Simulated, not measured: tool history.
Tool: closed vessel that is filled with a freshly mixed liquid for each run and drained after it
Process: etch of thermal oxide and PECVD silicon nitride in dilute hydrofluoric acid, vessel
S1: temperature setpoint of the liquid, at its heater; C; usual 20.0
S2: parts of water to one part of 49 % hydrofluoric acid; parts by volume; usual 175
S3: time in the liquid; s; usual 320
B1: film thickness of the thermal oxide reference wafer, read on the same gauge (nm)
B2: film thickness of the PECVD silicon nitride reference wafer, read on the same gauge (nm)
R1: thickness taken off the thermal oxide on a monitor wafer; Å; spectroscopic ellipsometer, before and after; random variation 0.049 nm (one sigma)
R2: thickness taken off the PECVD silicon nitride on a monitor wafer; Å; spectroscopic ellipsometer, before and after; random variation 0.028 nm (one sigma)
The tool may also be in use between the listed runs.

run   hour    S1   S2   S3      B1       B2     R1     R2
  1    0.0  20.0  175  320  150.01  140.025   70.0  29.11
  2   24.4  20.0  175  320  149.98  139.974   69.4  28.77
  3   47.0  23.5  175  320  150.02  140.045   79.5  36.85
  4  145.5  23.5  175  320  150.00  140.014   79.4  36.79
  5  173.8  20.0  175  320  150.03  139.973   68.4  29.20
  6  198.5  20.0  175  475  149.99  140.011  102.1  43.61
  7  217.2  20.0  175  320  150.02  139.985   69.1  29.35
  8  251.8  20.0  175  320  149.96  139.986   69.6  29.51
  9  272.1  20.0  175  475  149.97  140.014  104.0  42.82
 10  287.3  20.0  250  250  149.99  140.027   35.3  16.00
 11  315.2  24.0  205  405  150.02  140.029   84.3  40.41
 12  385.5  20.0  175  230  150.00  139.984   49.9  20.71
 13  402.6  20.0  230  220  150.04  139.985   34.8  15.36
 14  428.6  24.5  100  320  150.01  139.994  160.7  67.95
 15  455.3  21.5  240  485  150.01  140.049   76.2  35.73
 16  487.0  20.0  175  320  150.04  139.986   70.5  29.33
 17  506.1  23.0  145  405  149.96  140.030  122.2  53.52
 18  532.2  20.0  175  240  149.97  140.023   51.9  21.82
 19  564.5  20.0  115  235  149.99  140.038   83.5  31.87
 20  594.8  20.0  145  320  149.98  140.011   87.0  35.27
 21  619.9  20.0  100  255  150.00  139.991  106.0  40.50
 22  635.3  20.0  175  320  149.97  139.979   68.3  28.85
 23  666.1  20.0  130  320  150.01  140.028   99.6  39.17
 24  702.0  20.0  175  130  150.01  139.992   28.3  11.73
 25  730.6  20.0  230  320  150.02  140.020   50.3  21.90

Taken out of this log: 4 entries between the listed runs. Where each belongs, and how the hidden state differs across it:
Between runs 3 and 4: gauge calibrated (hour 141.6)
  no hidden state differs between the two runs
Between runs 10 and 11: thermometer replaced (hour 314.7)
  no hidden state differs between the two runs
Between runs 11 and 12: hydrofluoric acid flow meter replaced (hour 369.0)
  no hidden state differs between the two runs
Between runs 24 and 25: gauge calibrated (hour 709.2)
  no hidden state differs between the two runs
